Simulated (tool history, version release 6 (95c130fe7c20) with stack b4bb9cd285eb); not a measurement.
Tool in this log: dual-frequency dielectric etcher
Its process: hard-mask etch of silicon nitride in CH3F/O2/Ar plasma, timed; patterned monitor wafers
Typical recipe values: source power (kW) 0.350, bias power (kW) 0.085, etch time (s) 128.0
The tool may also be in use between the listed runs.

run     day  source power (kW)  bias power (kW)  etch time (s)  read-back reference wafer on the same gauge, depth_nm  mean etch depth across the wafer (angstrom)
  1   0.000              0.350            0.085          110.0                                                   79.9                                          771
  2   1.367              0.280            0.069          128.0                                                   79.7                                          728
  3   2.362              0.280            0.069          128.0                                                   79.9                                          720
  4   3.125              0.280            0.069          128.0                                                   79.7                                          733
  5   4.262              0.350            0.085          128.0                                                   79.8                                          889
  6   5.329              0.350            0.085          128.0                                                   79.7                                          887
  7   5.867              0.350            0.085          128.0                                                   79.8                                          889
  8   6.908              0.350            0.085          128.0                                                   79.8                                          892
  9   7.629              0.290            0.067          116.0                                                   79.8                                          655
 10   8.700              0.350            0.085          128.0                                                   79.9                                          886
 11   9.288              0.350            0.085          161.5                                                   79.8                                         1128
 12  10.738              0.350            0.085          128.0                                                   79.9                                          894
 13  11.296              0.350            0.085           90.5                                                   79.9                                          628
 14  12.192              0.280            0.070          105.0                                                   79.7                                          603
 15  13.292              0.350            0.085          128.0                                                   79.8                                          885
 16  14.333              0.350            0.085          128.0                                                   80.0                                          890
 17  15.362              0.430            0.066          100.0                                                   79.7                                          647
 18  16.438              0.350            0.085          128.0                                                   79.9                                          888
 19  17.983              0.310            0.105           92.0                                                   79.9                                          690
 20  19.325              0.350            0.102          128.0                                                   79.9                                          992
 21  20.292              0.290            0.085          128.0                                                   79.8                                          831
 22  21.538              0.350            0.085          128.0                                                   79.8                                          896
 23  22.750              0.290            0.075          158.0                                                   79.8                                          952
 24  23.396              0.310            0.105          128.0                                                   79.8                                          962
 25  24.008              0.350            0.085          128.0                                                   79.7                                          891
 26  25.196              0.400            0.073          128.0                                                   79.8                                          856
 27  26.479              0.350            0.096          155.5                                                   79.8                                         1150
 28  27.633              0.270            0.092          155.0                                                   79.9                                         1031
 29  28.408              0.350            0.085          128.0                                                   79.7                                          887
 30  29.600              0.400            0.085          128.0                                                   79.6                                          937

Between the runs listed above, the log contained 4 entries, not reproduced here. Where in the sequence does each belong, and how does what the log doesn't record of the tool's condition differ from the listed run before to the listed run after?
Logged between run 5 and run 6: upper electrode replaced (day 5.308)
  the hidden state is the same at both runs
Logged between run 14 and run 15: gauge calibrated (day 12.633)
  the hidden state is the same at both runs
Logged between run 19 and run 20: wet clean of the chamber (day 19.038)
  the hidden state is the same at both runs
Logged between run 20 and run 21: source power generator calibrated (day 20.271)
  the hidden state is the same at both runs

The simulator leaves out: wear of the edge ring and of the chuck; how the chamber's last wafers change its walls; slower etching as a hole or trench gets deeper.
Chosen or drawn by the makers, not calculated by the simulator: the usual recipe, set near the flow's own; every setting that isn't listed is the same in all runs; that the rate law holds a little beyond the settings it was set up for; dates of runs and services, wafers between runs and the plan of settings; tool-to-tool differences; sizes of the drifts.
